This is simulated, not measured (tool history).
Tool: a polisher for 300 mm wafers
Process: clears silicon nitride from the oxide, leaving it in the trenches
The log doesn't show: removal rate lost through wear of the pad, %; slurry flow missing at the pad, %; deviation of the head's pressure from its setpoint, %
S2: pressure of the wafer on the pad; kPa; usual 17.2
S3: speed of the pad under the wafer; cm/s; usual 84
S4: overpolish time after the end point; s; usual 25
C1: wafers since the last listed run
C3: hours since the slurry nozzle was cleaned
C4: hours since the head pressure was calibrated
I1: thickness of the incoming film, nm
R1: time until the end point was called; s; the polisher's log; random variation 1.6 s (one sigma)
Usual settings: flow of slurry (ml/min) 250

Run 1, hour 0: usual settings; C1 0; wafers polished on this pad 565; C3 163.1; C4 295.5; I1 81.5. Result: R1 128.8 s.
Run 2, hour 47.8: usual settings but S4 29 s; C1 334; wafers polished on this pad 899; C3 210.9; C4 343.3; I1 79.7. Result: R1 128.3 s.
Run 3, hour 88.8: usual settings; C1 287; wafers polished on this pad 1187; C3 251.9; C4 384.3; I1 79.5. Result: R1 127.6 s.
At hour 117: head pressure recalibrated.
Run 4, hour 149.6: usual settings; C1 411; wafers polished on this pad 1598; C3 312.7; C4 32.6; I1 79.4. Result: R1 129.7 s.
At hour 218: slurry nozzle cleaned.
Run 5, hour 218.7: usual settings; C1 476; wafers polished on this pad 2075; C3 0.7; C4 101.7; I1 80.1. Result: R1 135.8 s.
Run 6, hour 280: usual settings; C1 429; wafers polished on this pad 2505; C3 62; C4 163; I1 79.7. Result: R1 140 s.
At hour 295.1: worn pad replaced by a new one.
Run 7, hour 316.6: usual settings; C1 228; wafers polished on this pad 150; C3 98.6; C4 199.6; I1 78.6. Result: R1 126 s.
Run 8, hour 363: usual settings; C1 324; wafers polished on this pad 475; C3 145; C4 246; I1 80.6. Result: R1 127 s.
Run 9, hour 424.4: usual settings but S4 15 s; C1 430; wafers polished on this pad 905; C3 206.4; C4 307.4; I1 80.3. Result: R1 129.7 s.
Run 10, hour 463.6: usual settings but S4 15 s; C1 274; wafers polished on this pad 1179; C3 245.6; C4 346.6; I1 80.3. Result: R1 131.9 s.
Run 11, hour 531: usual settings but S4 15 s; C1 472; wafers polished on this pad 1651; C3 313; C4 414; I1 81. Result: R1 134.6 s.
At hour 580: head pressure recalibrated.
Run 12, hour 590.6: usual settings but S4 18 s; C1 403; wafers polished on this pad 2055; C3 372.6; C4 10.6; I1 78.7. Result: R1 134.2 s.
Run 13, hour 619.2: usual settings but S4 18 s; C1 200; wafers polished on this pad 2255; C3 401.2; C4 39.2; I1 79.8. Result: R1 134.3 s.
Run 14, hour 660.6: usual settings but S4 32 s; C1 289; wafers polished on this pad 2545; C3 442.6; C4 80.6; I1 80. Result: R1 142.5 s.
At hour 690.4: slurry nozzle cleaned.
Run 15, hour 720.3: usual settings but S4 32 s; C1 411; wafers polished on this pad 2956; C3 29.9; C4 140.3; I1 78.7. Result: R1 141.9 s.
At hour 762.4: worn pad replaced by a new one.
Run 16, hour 762.9: usual settings but flow of slurry (ml/min) 175, S2 18.6 kPa, S3 102 cm/s, S4 13 s; C1 270; wafers polished on this pad 3; C3 72.5; C4 182.9; I1 80.5. Result: R1 104.6 s.
Run 17, hour 803.2: usual settings; C1 282; wafers polished on this pad 286; C3 112.8; C4 223.2; I1 81.1. Result: R1 127.9 s.
Run 18, hour 832.1: usual settings; C1 202; wafers polished on this pad 488; C3 141.7; C4 252.1; I1 80.4. Result: R1 127.3 s.
Run 19, hour 900.1: usual settings; C1 476; wafers polished on this pad 964; C3 209.7; C4 320.1; I1 79.8. Result: R1 126.2 s.
Run 20, hour 927.9: usual settings; C1 194; wafers polished on this pad 1159; C3 237.5; C4 347.9; I1 80.8. Result: R1 129.3 s.
Run 21, hour 981.5: usual settings; C1 375; wafers polished on this pad 1534; C3 291.1; C4 401.5; I1 79.1. Result: R1 129 s.
Run 22, hour 1013.3: usual settings but S2 11.7 kPa; C1 222; wafers polished on this pad 1757; C3 322.9; C4 433.3; I1 78.5. Result: R1 167.7 s.
At hour 1039.5: head pressure recalibrated.
Run 23, hour 1068.3: usual settings but flow of slurry (ml/min) 290, S2 13.8 kPa, S3 62 cm/s, S4 20 s; C1 371; wafers polished on this pad 2128; C3 377.9; C4 28.8; I1 79.6. Result: R1 197 s.
Run 24, hour 1101: usual settings but flow of slurry (ml/min) 320, S2 15.2 kPa; C1 229; wafers polished on this pad 2357; C3 410.6; C4 61.5; I1 80.3. Result: R1 149.2 s.
Run 25, hour 1147.5: usual settings but flow of slurry (ml/min) 275, S2 20 kPa; C1 325; wafers polished on this pad 2683; C3 457.1; C4 108; I1 81.2. Result: R1 128.7 s.
Run 26, hour 1178.9: usual settings but flow of slurry (ml/min) 325, S2 20.7 kPa, S3 104 cm/s; C1 219; wafers polished on this pad 2903; C3 488.5; C4 139.4; I1 79.8. Result: R1 101.7 s.
At hour 1183.3: slurry nozzle cleaned.
At hour 1226.1: worn pad replaced by a new one.
Run 27, hour 1238.4: usual settings but flow of slurry (ml/min) 310, S2 20.7 kPa, S3 74 cm/s, S4 18 s; C1 381; wafers polished on this pad 86; C3 55.1; C4 198.9; I1 78.7. Result: R1 118.9 s.
Run 28, hour 1303.3: usual settings but flow of slurry (ml/min) 170, S4 40 s; C1 454; wafers polished on this pad 540; C3 120; C4 263.8; I1 80.2. Result: R1 131.8 s.
Run 29, hour 1345.8: usual settings; C1 297; wafers polished on this pad 838; C3 162.5; C4 306.3; I1 78.9. Result: R1 127.2 s.
At hour 1411: head pressure recalibrated.
Run 30, hour 1414: usual settings but S4 30 s; C1 463; wafers polished on this pad 1302; C3 230.7; C4 3; I1 80.8. Result: R1 130.4 s.
Run 31, hour 1481.1: usual settings; C1 469; wafers polished on this pad 1772; C3 297.8; C4 70.1; I1 80.3. Result: R1 129.5 s.
Run 32, hour 1552.3: usual settings but flow of slurry (ml/min) 180; C1 498; wafers polished on this pad 2270; C3 369; C4 141.3; I1 79.6. Result: R1 139.8 s.
At hour 1620: slurry nozzle cleaned.
At hour 1623.1: worn pad replaced by a new one.
Run 33, hour 1685.6: usual settings but flow of slurry (ml/min) 295, S2 20.7 kPa, S3 102 cm/s, S4 15 s; C1 905; wafers polished on this pad 438; C3 65.6; C4 274.6; I1 81.2. Result: R1 95.3 s.
Run 34, hour 1747.5: usual settings; C1 433; wafers polished on this pad 871; C3 127.5; C4 336.5; I1 80. Result: R1 124.6 s.
Run 35, hour 1792.2: usual settings but S4 13 s; C1 313; wafers polished on this pad 1184; C3 172.2; C4 381.2; I1 80. Result: R1 127.9 s.

Measured less the same run without the tool's hidden state. The same run-to-run variation is in both; the gauge's scatter may not be:
run     R1
  1   +1.7
  2   +2.5
  3   +3.7
  4   +5.9
  5   +9.5
  6  +13.7
  7   +1.6
  8     +2
  9   +3.1
 10   +4.2
 11   +6.8
 12   +9.7
 13  +11.4
 14  +14.9
 15  +19.4
 16   +0.7
 17   +1.1
 18   +1.3
 19   +2.6
 20   +3.4
 21   +5.2
 22   +8.4
 23    +14
 24  +12.8
 25    +14
 26  +12.8
 27   +0.2
 28   +0.8
 29   +1.4
 30   +3.3
 31   +5.9
 32  +10.4
 33   +0.4
 34   +1.5
 35   +2.6
